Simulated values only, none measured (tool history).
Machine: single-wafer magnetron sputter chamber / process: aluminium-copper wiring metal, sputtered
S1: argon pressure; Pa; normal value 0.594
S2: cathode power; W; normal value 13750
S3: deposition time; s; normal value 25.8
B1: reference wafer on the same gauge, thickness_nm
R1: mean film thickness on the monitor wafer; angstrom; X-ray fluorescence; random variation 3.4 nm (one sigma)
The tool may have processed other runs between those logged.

run    hour     S1     S2    S3       B1       R1
  1       0  0.594  13750  25.8   464.17  5759.32
  2    54.2  0.594  13750  29.7  464.456   6691.2
  3   174.2  0.594  13750  29.7  463.565  6646.77
      224.7  -- gauge calibrated
  4   237.9  0.594  13750  29.7  463.876  6711.71
  5     307  0.594  13750  25.8  464.155  5744.49
  6   335.8  0.594  13750  25.8  464.128  5784.44
  7   386.2  0.594  13750  25.8  463.901   5804.5
  8   443.3  0.409  13750  25.8  463.714  6252.55
      472.5  -- sputter target and shields replaced
      478.3  -- capacitance manometer re-zeroed and calibrated
  9   489.9  0.409  13750  25.8  464.623  6346.05
      544.8  -- magnet pack replaced
 10     558  0.409  13750  25.8  463.724   6314.4
 11   660.8  0.594  13750  25.8  464.123  5774.54
 12   687.4  0.594  13750  25.8    463.9  5743.66
 13   728.4  0.594  13750  25.8  464.731  5806.48
 14   799.7  0.594  13750  25.8  464.457   5798.3
 15   827.8  0.769  13750  25.8  464.392  5320.07
 16   861.4  0.767  15250  25.8  464.133  5893.02
      872.1  -- sputter target and shields replaced
 17   908.2  0.594  12000  25.8  464.129  5106.91
 18   966.6  0.794  13750  23.7  464.239  4836.24
 19  1005.9  0.594  15050  21.9  464.291   5308.3
 20  1042.1  0.594  14950  21.8  463.841  5271.28
 21  1082.2  0.594  13750  28.7  463.715  6396.83
 22  1116.6  0.594  13750  25.8  464.016   5808.6
 23  1143.6  0.594  13750  25.8  463.876  5786.71
 24  1191.6  0.729  15400  29.2  464.215  6872.07
 25  1238.9  0.594  13750    23  463.704  5206.49
     1283.1  -- sputter target and shields replaced
 26  1307.4  0.464  13750  21.2  463.593  5016.12
 27  1332.8  0.594  13750  25.8  463.621   5689.5
 28  1402.2  0.594  11150  25.8  464.059  4724.68
 29  1453.4   0.74  13750  25.8  463.844   5388.4
 30  1510.8  0.594  13750  23.7  464.209  5255.94
 31  1568.1   0.69  15900  28.8  464.082  7131.65
 32  1610.3  0.809  12450  30.4  463.725  5579.77
 33  1641.3  0.441  12600  28.3  463.771  6303.99
     1677.6  -- sputter target and shields replaced
 34  1678.1  0.763  13750  25.8  463.353  5331.21
     1735.6  -- capacitance manometer re-zeroed and calibrated
 35  1736.1  0.409  13750  25.8   464.93  6248.23

Here are 3 independent what-if runs from the current tool condition. What would each one return?
  A  1736.5  0.594  13750  25.8   ?   ?
  B  1736.5  0.594  12700  25.8   ?   ?
  C  1736.5  0.594  15800  29.1   ?   ?

run       B1       R1
  A  464.524  5816.12
  B  464.524  5386.57
  C  464.524  7505.95
Take away the tool's hidden state, keep each run's random variation, and the runs would have read:
run       R1
  A  5816.12
  B  5386.57
  C  7505.95
